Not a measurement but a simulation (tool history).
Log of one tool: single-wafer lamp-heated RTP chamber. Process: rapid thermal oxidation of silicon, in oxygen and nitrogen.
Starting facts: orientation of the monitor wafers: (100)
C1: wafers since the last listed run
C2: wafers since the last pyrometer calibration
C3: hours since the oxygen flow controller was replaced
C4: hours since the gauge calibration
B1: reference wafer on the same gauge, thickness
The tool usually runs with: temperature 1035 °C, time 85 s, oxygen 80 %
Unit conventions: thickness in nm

run 1 hour=0 | temperature=1035 time=85 oxygen=91 | C1=0 C2=745 C3=2428 C4=161.7 | B1=8.661 | thickness=8.738
run 2 hour=30.6 | temperature=1035 time=85 oxygen=80 | C1=252 C2=998 C3=2458.6 C4=192.3 | B1=8.659 | thickness=8.397
run 3 hour=55.1 | temperature=1035 time=85 oxygen=80 | C1=202 C2=1200 C3=2483.1 C4=216.8 | B1=8.658 | thickness=8.379
run 4 hour=76.6 | temperature=1035 time=85 oxygen=80 | C1=177 C2=1378 C3=2504.6 C4=238.3 | B1=8.661 | thickness=8.38
run 5 hour=90.6 | temperature=1035 time=85 oxygen=80 | C1=115 C2=1493 C3=2518.6 C4=252.3 | B1=8.658 | thickness=8.397
run 6 hour=119 | temperature=1035 time=85 oxygen=80 | C1=234 C2=1728 C3=2547 C4=280.7 | B1=8.662 | thickness=8.404
run 7 hour=197.5 | temperature=1035 time=85 oxygen=80 | C1=648 C2=2376 C3=2625.5 C4=359.2 | B1=8.661 | thickness=8.43
run 8 hour=220.3 | temperature=1035 time=66 oxygen=80 | C1=188 C2=2564 C3=2648.3 C4=382 | B1=8.657 | thickness=7.502
-- hour=233.1 pyrometer window cleaned and pyrometer calibrated
run 9 hour=234.8 | temperature=1035 time=66 oxygen=80 | C1=53 C2=14 C3=2662.8 C4=396.5 | B1=8.659 | thickness=7.405
run 10 hour=251.6 | temperature=1035 time=85 oxygen=80 | C1=138 C2=152 C3=2679.6 C4=413.3 | B1=8.659 | thickness=8.31
run 11 hour=275.6 | temperature=1035 time=85 oxygen=80 | C1=198 C2=350 C3=2703.6 C4=437.3 | B1=8.659 | thickness=8.341
run 12 hour=308.5 | temperature=1035 time=85 oxygen=80 | C1=271 C2=622 C3=2736.5 C4=470.2 | B1=8.66 | thickness=8.38
run 13 hour=338 | temperature=1035 time=85 oxygen=80 | C1=243 C2=866 C3=2766 C4=499.7 | B1=8.659 | thickness=8.38
run 14 hour=354.9 | temperature=1035 time=85 oxygen=80 | C1=139 C2=1005 C3=2782.9 C4=516.6 | B1=8.659 | thickness=8.417
run 15 hour=379.3 | temperature=1035 time=85 oxygen=80 | C1=201 C2=1207 C3=2807.3 C4=541 | B1=8.657 | thickness=8.406
run 16 hour=405.7 | temperature=1035 time=85 oxygen=80 | C1=217 C2=1425 C3=2833.7 C4=567.4 | B1=8.661 | thickness=8.431
run 17 hour=429.9 | temperature=1011 time=85 oxygen=80 | C1=199 C2=1624 C3=2857.9 C4=591.6 | B1=8.661 | thickness=7.108
run 18 hour=447.5 | temperature=1035 time=49 oxygen=98 | C1=145 C2=1770 C3=2875.5 C4=609.2 | B1=8.659 | thickness=7.076
run 19 hour=466.4 | temperature=1044 time=69 oxygen=80 | C1=156 C2=1926 C3=2894.4 C4=628.1 | B1=8.657 | thickness=8.173
-- hour=485 pyrometer window cleaned and pyrometer calibrated
run 20 hour=485.5 | temperature=1035 time=97 oxygen=80 | C1=91 C2=4 C3=2913.5 C4=647.2 | B1=8.659 | thickness=8.768
run 21 hour=495.7 | temperature=1006 time=126 oxygen=80 | C1=84 C2=88 C3=2923.7 C4=657.4 | B1=8.66 | thickness=8.029
run 22 hour=516.5 | temperature=1035 time=66 oxygen=80 | C1=171 C2=260 C3=2944.5 C4=678.2 | B1=8.661 | thickness=7.417
-- hour=537.6 oxygen flow controller replaced
run 23 hour=538.1 | temperature=1043 time=74 oxygen=70 | C1=112 C2=372 C3=0.5 C4=699.8 | B1=8.66 | thickness=7.876
run 24 hour=627.2 | temperature=1035 time=85 oxygen=80 | C1=735 C2=1108 C3=89.6 C4=788.9 | B1=8.659 | thickness=8.396
run 25 hour=648.1 | temperature=1018 time=66 oxygen=60 | C1=172 C2=1280 C3=110.5 C4=809.8 | B1=8.66 | thickness=6
-- hour=652.4 gauge calibrated
run 26 hour=750.9 | temperature=1035 time=85 oxygen=80 | C1=848 C2=2129 C3=213.3 C4=98.5 | B1=8.66 | thickness=8.433
-- hour=777.3 pyrometer window cleaned and pyrometer calibrated
run 27 hour=781.7 | temperature=1035 time=85 oxygen=80 | C1=188 C2=35 C3=244.1 C4=129.3 | B1=8.657 | thickness=8.256
run 28 hour=795.2 | temperature=1022 time=85 oxygen=98 | C1=111 C2=147 C3=257.6 C4=142.8 | B1=8.663 | thickness=8.143
run 29 hour=811.8 | temperature=1035 time=85 oxygen=80 | C1=137 C2=284 C3=274.2 C4=159.4 | B1=8.662 | thickness=8.316
run 30 hour=835.6 | temperature=1035 time=85 oxygen=53 | C1=196 C2=481 C3=298 C4=183.2 | B1=8.661 | thickness=7.196
run 31 hour=864.3 | temperature=1035 time=118 oxygen=80 | C1=236 C2=717 C3=326.7 C4=211.9 | B1=8.662 | thickness=9.716

Subtracting, for every run, the result it would have given without the tool's unlogged condition from the measured result gives the following. The same run-to-run variation enters both numbers; the gauge's scatter may not:
What the log doesn't record here: true wafer temperature minus pyrometer reading, K; deviation of the oxygen flow from its setpoint, %; gauge reads high (%).
run=1 thickness=+0.111
run=2 thickness=+0.124
run=3 thickness=+0.134
run=4 thickness=+0.142
run=5 thickness=+0.146
run=6 thickness=+0.153
run=7 thickness=+0.164
run=8 thickness=+0.147
run=9 thickness=+0.032
run=10 thickness=+0.062
run=11 thickness=+0.093
run=12 thickness=+0.124
run=13 thickness=+0.144
run=14 thickness=+0.154
run=15 thickness=+0.164
run=16 thickness=+0.173
run=17 thickness=+0.156
run=18 thickness=+0.153
run=19 thickness=+0.178
run=20 thickness=+0.014
run=21 thickness=+0.03
run=22 thickness=+0.052
run=23 thickness=+0.077
run=24 thickness=+0.142
run=25 thickness=+0.107
run=26 thickness=+0.17
run=27 thickness=+0.024
run=28 thickness=+0.045
run=29 thickness=+0.067
run=30 thickness=+0.079
run=31 thickness=+0.136
